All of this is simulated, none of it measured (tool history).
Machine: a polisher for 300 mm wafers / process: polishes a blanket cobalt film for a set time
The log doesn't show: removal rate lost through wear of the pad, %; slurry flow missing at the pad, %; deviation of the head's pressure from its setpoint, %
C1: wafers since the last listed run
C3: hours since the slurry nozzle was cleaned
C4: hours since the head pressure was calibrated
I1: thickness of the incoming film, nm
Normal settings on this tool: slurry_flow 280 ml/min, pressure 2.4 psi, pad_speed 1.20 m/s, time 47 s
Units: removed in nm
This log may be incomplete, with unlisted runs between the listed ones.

run 1 hour=0.0 | slurry_flow=220 pressure=2.4 pad_speed=1.20 time=47 | C1=0 wafers_polished_on_this_pad=290 C3=445.9 C4=1190.2 | I1=968.7 | removed=318.7
run 2 hour=17.1 | slurry_flow=280 pressure=2.4 pad_speed=1.10 time=47 | C1=119 wafers_polished_on_this_pad=410 C3=463.0 C4=1207.3 | I1=962.3 | removed=306.9
run 3 hour=24.5 | slurry_flow=280 pressure=2.4 pad_speed=1.10 time=47 | C1=51 wafers_polished_on_this_pad=461 C3=470.4 C4=1214.7 | I1=951.5 | removed=305.0
run 4 hour=34.1 | slurry_flow=280 pressure=2.9 pad_speed=1.20 time=47 | C1=67 wafers_polished_on_this_pad=528 C3=480.0 C4=1224.3 | I1=948.6 | removed=414.9
run 5 hour=51.1 | slurry_flow=280 pressure=2.9 pad_speed=1.20 time=47 | C1=118 wafers_polished_on_this_pad=647 C3=497.0 C4=1241.3 | I1=953.9 | removed=405.5
-- hour=61.8 worn pad replaced by a new one
run 6 hour=104.1 | slurry_flow=280 pressure=2.9 pad_speed=1.20 time=47 | C1=342 wafers_polished_on_this_pad=295 C3=550.0 C4=1294.3 | I1=957.5 | removed=402.0
run 7 hour=115.2 | slurry_flow=280 pressure=2.4 pad_speed=1.20 time=47 | C1=77 wafers_polished_on_this_pad=372 C3=561.1 C4=1305.4 | I1=966.7 | removed=339.7
run 8 hour=128.7 | slurry_flow=280 pressure=2.4 pad_speed=1.20 time=47 | C1=94 wafers_polished_on_this_pad=466 C3=574.6 C4=1318.9 | I1=972.7 | removed=337.3
run 9 hour=145.2 | slurry_flow=280 pressure=2.4 pad_speed=1.20 time=47 | C1=115 wafers_polished_on_this_pad=582 C3=591.1 C4=1335.4 | I1=951.2 | removed=333.0
run 10 hour=162.0 | slurry_flow=280 pressure=2.4 pad_speed=1.20 time=47 | C1=117 wafers_polished_on_this_pad=699 C3=607.9 C4=1352.2 | I1=948.7 | removed=331.8
-- hour=171.0 worn pad replaced by a new one
run 11 hour=179.5 | slurry_flow=280 pressure=2.4 pad_speed=1.20 time=47 | C1=94 wafers_polished_on_this_pad=59 C3=625.4 C4=1369.7 | I1=965.8 | removed=337.1
-- hour=185.4 slurry nozzle cleaned
run 12 hour=193.3 | slurry_flow=280 pressure=2.4 pad_speed=1.20 time=40 | C1=89 wafers_polished_on_this_pad=148 C3=7.9 C4=1383.5 | I1=953.9 | removed=291.8
-- hour=198.7 head pressure recalibrated
run 13 hour=235.2 | slurry_flow=280 pressure=2.4 pad_speed=1.20 time=40 | C1=278 wafers_polished_on_this_pad=427 C3=49.8 C4=36.5 | I1=953.2 | removed=257.8
run 14 hour=250.6 | slurry_flow=335 pressure=1.8 pad_speed=1.20 time=47 | C1=107 wafers_polished_on_this_pad=534 C3=65.2 C4=51.9 | I1=946.8 | removed=232.4
run 15 hour=257.3 | slurry_flow=280 pressure=2.4 pad_speed=1.00 time=36 | C1=46 wafers_polished_on_this_pad=581 C3=71.9 C4=58.6 | I1=959.4 | removed=196.3
run 16 hour=271.7 | slurry_flow=280 pressure=2.4 pad_speed=1.00 time=36 | C1=100 wafers_polished_on_this_pad=682 C3=86.3 C4=73.0 | I1=963.0 | removed=194.9
-- hour=279.6 worn pad replaced by a new one
run 17 hour=284.5 | slurry_flow=280 pressure=2.4 pad_speed=1.38 time=47 | C1=61 wafers_polished_on_this_pad=34 C3=99.1 C4=85.8 | I1=950.7 | removed=346.4
run 18 hour=300.9 | slurry_flow=280 pressure=2.4 pad_speed=1.20 time=47 | C1=114 wafers_polished_on_this_pad=148 C3=115.5 C4=102.2 | I1=948.7 | removed=311.9

What will run 19 give?
run 19 hour=307.4 | slurry_flow=280 pressure=2.4 pad_speed=1.20 time=36 | C1=45 wafers_polished_on_this_pad=194 C3=122.0 C4=108.7 | I1=967.8 | removed=?

removed: 230.9 nm
Minus the tool's unlogged condition, the same run would have read removed 232.0 nm.

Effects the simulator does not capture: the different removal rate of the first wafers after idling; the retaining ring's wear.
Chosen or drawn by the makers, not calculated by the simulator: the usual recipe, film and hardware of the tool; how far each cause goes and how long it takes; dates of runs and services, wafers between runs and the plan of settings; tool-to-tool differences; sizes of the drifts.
